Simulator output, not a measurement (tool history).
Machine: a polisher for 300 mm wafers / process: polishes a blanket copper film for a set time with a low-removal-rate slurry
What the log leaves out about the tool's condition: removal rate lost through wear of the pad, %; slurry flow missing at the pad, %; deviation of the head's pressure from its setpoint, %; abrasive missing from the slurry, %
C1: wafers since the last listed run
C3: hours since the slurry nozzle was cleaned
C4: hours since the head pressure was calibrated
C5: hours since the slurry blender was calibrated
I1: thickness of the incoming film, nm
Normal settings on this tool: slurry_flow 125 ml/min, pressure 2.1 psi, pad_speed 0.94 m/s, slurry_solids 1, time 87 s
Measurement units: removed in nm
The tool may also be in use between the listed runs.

run 1 hour=0 | slurry_flow=125 pressure=2.1 pad_speed=0.94 slurry_solids=1 time=87 | C1=0 wafers_polished_on_this_pad=1698 C3=289.9 C4=523.5 C5=356.6 | I1=704.5 | removed=206.1
run 2 hour=36.2 | slurry_flow=125 pressure=2.1 pad_speed=0.94 slurry_solids=1 time=87 | C1=381 wafers_polished_on_this_pad=2080 C3=326.1 C4=559.7 C5=392.8 | I1=686.6 | removed=208.2
run 3 hour=132.4 | slurry_flow=125 pressure=2.1 pad_speed=0.72 slurry_solids=1 time=87 | C1=1014 wafers_polished_on_this_pad=3094 C3=422.3 C4=655.9 C5=489 | I1=692.2 | removed=166
run 4 hour=199.3 | slurry_flow=125 pressure=2.1 pad_speed=0.94 slurry_solids=1 time=87 | C1=705 wafers_polished_on_this_pad=3799 C3=489.2 C4=722.8 C5=555.9 | I1=712.5 | removed=203.9
run 5 hour=270 | slurry_flow=125 pressure=2.1 pad_speed=0.68 slurry_solids=1 time=87 | C1=745 wafers_polished_on_this_pad=4544 C3=559.9 C4=793.5 C5=626.6 | I1=714.2 | removed=160.2
-- hour=300.1 slurry nozzle cleaned
-- hour=302.5 slurry blender recalibrated
-- hour=501.7 worn pad replaced by a new one
run 6 hour=502.8 | slurry_flow=125 pressure=2.1 pad_speed=0.68 slurry_solids=1 time=87 | C1=2380 wafers_polished_on_this_pad=11 C3=202.7 C4=1026.3 C5=200.3 | I1=695.7 | removed=168.7
run 7 hour=598.8 | slurry_flow=125 pressure=2.1 pad_speed=0.68 slurry_solids=1 time=87 | C1=1011 wafers_polished_on_this_pad=1023 C3=298.7 C4=1122.3 C5=296.3 | I1=698.1 | removed=167.1
run 8 hour=685.2 | slurry_flow=125 pressure=2.6 pad_speed=0.94 slurry_solids=1 time=87 | C1=910 wafers_polished_on_this_pad=1933 C3=385.1 C4=1208.7 C5=382.7 | I1=702.1 | removed=246.4
run 9 hour=747.4 | slurry_flow=125 pressure=2.6 pad_speed=0.94 slurry_solids=1 time=87 | C1=655 wafers_polished_on_this_pad=2589 C3=447.3 C4=1270.9 C5=444.9 | I1=702.4 | removed=238.3
-- hour=828.4 head pressure recalibrated
run 10 hour=832.6 | slurry_flow=125 pressure=2.1 pad_speed=0.94 slurry_solids=1 time=87 | C1=876 wafers_polished_on_this_pad=3466 C3=532.5 C4=4.2 C5=530.1 | I1=702.8 | removed=189.6
run 11 hour=884.5 | slurry_flow=125 pressure=2.1 pad_speed=0.94 slurry_solids=1 time=87 | C1=547 wafers_polished_on_this_pad=4013 C3=584.4 C4=56.1 C5=582 | I1=703.8 | removed=186.2
-- hour=893.7 slurry blender recalibrated
run 12 hour=937.3 | slurry_flow=160 pressure=2.3 pad_speed=1.14 slurry_solids=0.9 time=87 | C1=535 wafers_polished_on_this_pad=4549 C3=637.2 C4=108.9 C5=43.6 | I1=691.5 | removed=238.2
-- hour=944.3 slurry nozzle cleaned
run 13 hour=982.7 | slurry_flow=160 pressure=2.3 pad_speed=1.14 slurry_solids=0.9 time=87 | C1=468 wafers_polished_on_this_pad=5017 C3=38.4 C4=154.3 C5=89 | I1=702.2 | removed=236.9
run 14 hour=1071.5 | slurry_flow=135 pressure=2.1 pad_speed=0.94 slurry_solids=1 time=87 | C1=936 wafers_polished_on_this_pad=5953 C3=127.2 C4=243.1 C5=177.8 | I1=707.6 | removed=189.7
run 15 hour=1160.6 | slurry_flow=160 pressure=2.1 pad_speed=1.12 slurry_solids=1.2 time=76 | C1=939 wafers_polished_on_this_pad=6892 C3=216.3 C4=332.2 C5=266.9 | I1=698.5 | removed=195.9
-- hour=1218.8 worn pad replaced by a new one
run 16 hour=1219.3 | slurry_flow=145 pressure=2.5 pad_speed=0.78 slurry_solids=1 time=76 | C1=576 wafers_polished_on_this_pad=5 C3=275 C4=390.9 C5=325.6 | I1=710.9 | removed=189.4
run 17 hour=1261.4 | slurry_flow=90 pressure=1.7 pad_speed=0.64 slurry_solids=1 time=104 | C1=443 wafers_polished_on_this_pad=449 C3=317.1 C4=433 C5=367.7 | I1=704.6 | removed=151.7
run 18 hour=1335.1 | slurry_flow=125 pressure=1.8 pad_speed=0.94 slurry_solids=1.15 time=87 | C1=776 wafers_polished_on_this_pad=1226 C3=390.8 C4=506.7 C5=441.4 | I1=698.9 | removed=195.6
run 19 hour=1435.1 | slurry_flow=125 pressure=2.1 pad_speed=0.94 slurry_solids=1 time=87 | C1=1054 wafers_polished_on_this_pad=2280 C3=490.8 C4=606.7 C5=541.4 | I1=706.4 | removed=199.5
run 20 hour=1489.9 | slurry_flow=145 pressure=2.1 pad_speed=0.64 slurry_solids=1.15 time=87 | C1=577 wafers_polished_on_this_pad=2858 C3=545.6 C4=661.5 C5=596.2 | I1=702 | removed=169.8
run 21 hour=1559.4 | slurry_flow=125 pressure=2.1 pad_speed=0.7 slurry_solids=1 time=87 | C1=732 wafers_polished_on_this_pad=3590 C3=615.1 C4=731 C5=665.7 | I1=700.6 | removed=166.2

For run 22, what comes out?
-- hour=1632.4 slurry nozzle cleaned
-- hour=1636.7 slurry blender recalibrated
run 22 hour=1659.8 | slurry_flow=125 pressure=1.8 pad_speed=1.08 slurry_solids=1 time=87 | C1=1026 wafers_polished_on_this_pad=4617 C3=27.4 C4=831.4 C5=23.1 | I1=693.5 | removed=?

Run 22 came out at removed 192 nm.
If the tool had no hidden condition, the same run with the same run-to-run variation would have returned removed 189.5 nm.

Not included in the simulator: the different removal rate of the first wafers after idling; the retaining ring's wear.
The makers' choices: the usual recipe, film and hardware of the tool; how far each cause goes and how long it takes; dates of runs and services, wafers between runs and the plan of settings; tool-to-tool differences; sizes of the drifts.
